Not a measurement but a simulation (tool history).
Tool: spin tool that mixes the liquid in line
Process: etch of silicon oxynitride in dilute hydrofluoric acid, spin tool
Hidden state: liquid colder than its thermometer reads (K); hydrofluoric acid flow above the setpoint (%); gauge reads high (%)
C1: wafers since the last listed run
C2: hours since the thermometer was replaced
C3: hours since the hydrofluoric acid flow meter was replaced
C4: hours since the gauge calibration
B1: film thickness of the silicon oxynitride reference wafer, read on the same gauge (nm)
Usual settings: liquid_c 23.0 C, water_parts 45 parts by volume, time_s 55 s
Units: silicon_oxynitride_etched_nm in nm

Run 1, hour 0.0: usual settings but liquid_c 26.5 C; C1 0; C2 997.9; C3 435.1; C4 582.7; B1 129.98. Result: silicon_oxynitride_etched_nm 5.67 nm.
Run 2, hour 61.3: usual settings but liquid_c 26.5 C; C1 552; C2 1059.2; C3 496.4; C4 644.0; B1 129.98. Result: silicon_oxynitride_etched_nm 5.62 nm.
Run 3, hour 92.7: usual settings but liquid_c 19.0 C; C1 283; C2 1090.6; C3 527.8; C4 675.4; B1 129.98. Result: silicon_oxynitride_etched_nm 3.87 nm.
Run 4, hour 156.1: usual settings but liquid_c 19.0 C; C1 571; C2 1154.0; C3 591.2; C4 738.8; B1 129.97. Result: silicon_oxynitride_etched_nm 3.84 nm.
Run 5, hour 212.7: usual settings but liquid_c 20.5 C; C1 510; C2 1210.6; C3 647.8; C4 795.4; B1 129.98. Result: silicon_oxynitride_etched_nm 4.07 nm.
Run 6, hour 272.7: usual settings but liquid_c 20.5 C; C1 541; C2 1270.6; C3 707.8; C4 855.4; B1 129.98. Result: silicon_oxynitride_etched_nm 4.10 nm.
Run 7, hour 304.0: usual settings; C1 282; C2 1301.9; C3 739.1; C4 886.7; B1 130.00. Result: silicon_oxynitride_etched_nm 4.62 nm.
Run 8, hour 335.7: usual settings; C1 285; C2 1333.6; C3 770.8; C4 918.4; B1 130.02. Result: silicon_oxynitride_etched_nm 4.75 nm.
Run 9, hour 396.7: usual settings; C1 550; C2 1394.6; C3 831.8; C4 979.4; B1 129.97. Result: silicon_oxynitride_etched_nm 4.67 nm.
Run 10, hour 428.2: usual settings; C1 284; C2 1426.1; C3 863.3; C4 1010.9; B1 129.98. Result: silicon_oxynitride_etched_nm 4.61 nm.
At hour 448.0: gauge calibrated.
Run 11, hour 461.6: usual settings; C1 301; C2 1459.5; C3 896.7; C4 13.6; B1 130.01. Result: silicon_oxynitride_etched_nm 4.63 nm.
Run 12, hour 518.1: usual settings; C1 509; C2 1516.0; C3 953.2; C4 70.1; B1 129.99. Result: silicon_oxynitride_etched_nm 4.63 nm.
At hour 541.0: hydrofluoric acid flow meter replaced.
Run 13, hour 584.3: usual settings; C1 588; C2 1582.2; C3 43.3; C4 136.3; B1 130.01. Result: silicon_oxynitride_etched_nm 4.59 nm.
Run 14, hour 656.1: usual settings; C1 647; C2 1654.0; C3 115.1; C4 208.1; B1 130.02. Result: silicon_oxynitride_etched_nm 4.61 nm.
Run 15, hour 709.6: usual settings; C1 482; C2 1707.5; C3 168.6; C4 261.6; B1 130.00. Result: silicon_oxynitride_etched_nm 4.54 nm.
Run 16, hour 760.1: usual settings but liquid_c 25.0 C; C1 455; C2 1758.0; C3 219.1; C4 312.1; B1 130.00. Result: silicon_oxynitride_etched_nm 5.12 nm.
Run 17, hour 825.7: usual settings but liquid_c 25.0 C; C1 591; C2 1823.6; C3 284.7; C4 377.7; B1 130.02. Result: silicon_oxynitride_etched_nm 5.00 nm.
Run 18, hour 882.2: usual settings; C1 509; C2 1880.1; C3 341.2; C4 434.2; B1 130.00. Result: silicon_oxynitride_etched_nm 4.52 nm.
Run 19, hour 926.1: usual settings but time_s 25 s; C1 396; C2 1924.0; C3 385.1; C4 478.1; B1 129.98. Result: silicon_oxynitride_etched_nm 2.06 nm.
Run 20, hour 967.4: usual settings; C1 372; C2 1965.3; C3 426.4; C4 519.4; B1 130.01. Result: silicon_oxynitride_etched_nm 4.53 nm.
At hour 997.8: thermometer replaced.
Run 21, hour 1000.5: usual settings but liquid_c 25.5 C, time_s 80 s; C1 289; C2 2.7; C3 459.5; C4 552.5; B1 130.02. Result: silicon_oxynitride_etched_nm 7.02 nm.
Run 22, hour 1041.0: usual settings but liquid_c 27.0 C, water_parts 60 parts by volume, time_s 75 s; C1 365; C2 43.2; C3 500.0; C4 593.0; B1 130.01. Result: silicon_oxynitride_etched_nm 5.16 nm.
Run 23, hour 1085.0: usual settings but liquid_c 27.0 C, time_s 30 s; C1 396; C2 87.2; C3 544.0; C4 637.0; B1 130.01. Result: silicon_oxynitride_etched_nm 2.83 nm.
At hour 1205.5: thermometer replaced, repeated, since the last time left the tool worse.
Run 24, hour 1237.2: usual settings but liquid_c 25.5 C; C1 1363; C2 31.7; C3 696.2; C4 789.2; B1 129.99. Result: silicon_oxynitride_etched_nm 5.58 nm.
At hour 1250.1: gauge calibrated.
Run 25, hour 1288.2: usual settings but water_parts 30 parts by volume, time_s 70 s; C1 460; C2 82.7; C3 747.2; C4 38.1; B1 129.99. Result: silicon_oxynitride_etched_nm 9.56 nm.
Run 26, hour 1330.8: usual settings but water_parts 50 parts by volume; C1 384; C2 125.3; C3 789.8; C4 80.7; B1 129.99. Result: silicon_oxynitride_etched_nm 4.41 nm.
Run 27, hour 1383.8: usual settings but time_s 35 s; C1 478; C2 178.3; C3 842.8; C4 133.7; B1 130.02. Result: silicon_oxynitride_etched_nm 3.13 nm.
Run 28, hour 1446.5: usual settings; C1 565; C2 241.0; C3 905.5; C4 196.4; B1 130.00. Result: silicon_oxynitride_etched_nm 4.89 nm.
Run 29, hour 1512.6: usual settings but water_parts 30 parts by volume, time_s 40 s; C1 596; C2 307.1; C3 971.6; C4 262.5; B1 130.02. Result: silicon_oxynitride_etched_nm 5.38 nm.
Run 30, hour 1544.9: usual settings but liquid_c 27.0 C, water_parts 60 parts by volume, time_s 25 s; C1 291; C2 339.4; C3 1003.9; C4 294.8; B1 129.97. Result: silicon_oxynitride_etched_nm 1.97 nm.
Run 31, hour 1582.2: usual settings but liquid_c 27.0 C; C1 336; C2 376.7; C3 1041.2; C4 332.1; B1 129.99. Result: silicon_oxynitride_etched_nm 6.03 nm.
At hour 1658.7: hydrofluoric acid flow meter replaced.
Run 32, hour 1659.2: usual settings but water_parts 30 parts by volume; C1 685; C2 453.7; C3 0.5; C4 409.1; B1 129.96. Result: silicon_oxynitride_etched_nm 7.25 nm.
Run 33, hour 1699.5: usual settings; C1 363; C2 494.0; C3 40.8; C4 449.4; B1 129.98. Result: silicon_oxynitride_etched_nm 4.86 nm.
Run 34, hour 1730.1: usual settings but water_parts 30 parts by volume, time_s 75 s; C1 276; C2 524.6; C3 71.4; C4 480.0; B1 130.02. Result: silicon_oxynitride_etched_nm 10.03 nm.

Forecast each of these 3 alternatives for the next run:
Run A, hour 1730.5: usual settings; C1 3; C2 525.0; C3 71.8; C4 480.4; B1 ?. Result: silicon_oxynitride_etched_nm ?.
Run B, hour 1730.5: usual settings but water_parts 60 parts by volume, time_s 80 s; C1 3; C2 525.0; C3 71.8; C4 480.4; B1 ?. Result: silicon_oxynitride_etched_nm ?.
Run C, hour 1730.5: usual settings but liquid_c 25.5 C, water_parts 65 parts by volume; C1 3; C2 525.0; C3 71.8; C4 480.4; B1 ?. Result: silicon_oxynitride_etched_nm ?.

run      B1  silicon_oxynitride_etched_nm
  A  129.99                          4.78
  B  129.99                          5.16
  C  129.99                          3.68
Without the tool's hidden state the same runs would have given:
run  silicon_oxynitride_etched_nm
  A                          4.90
  B                          5.28
  C                          3.77
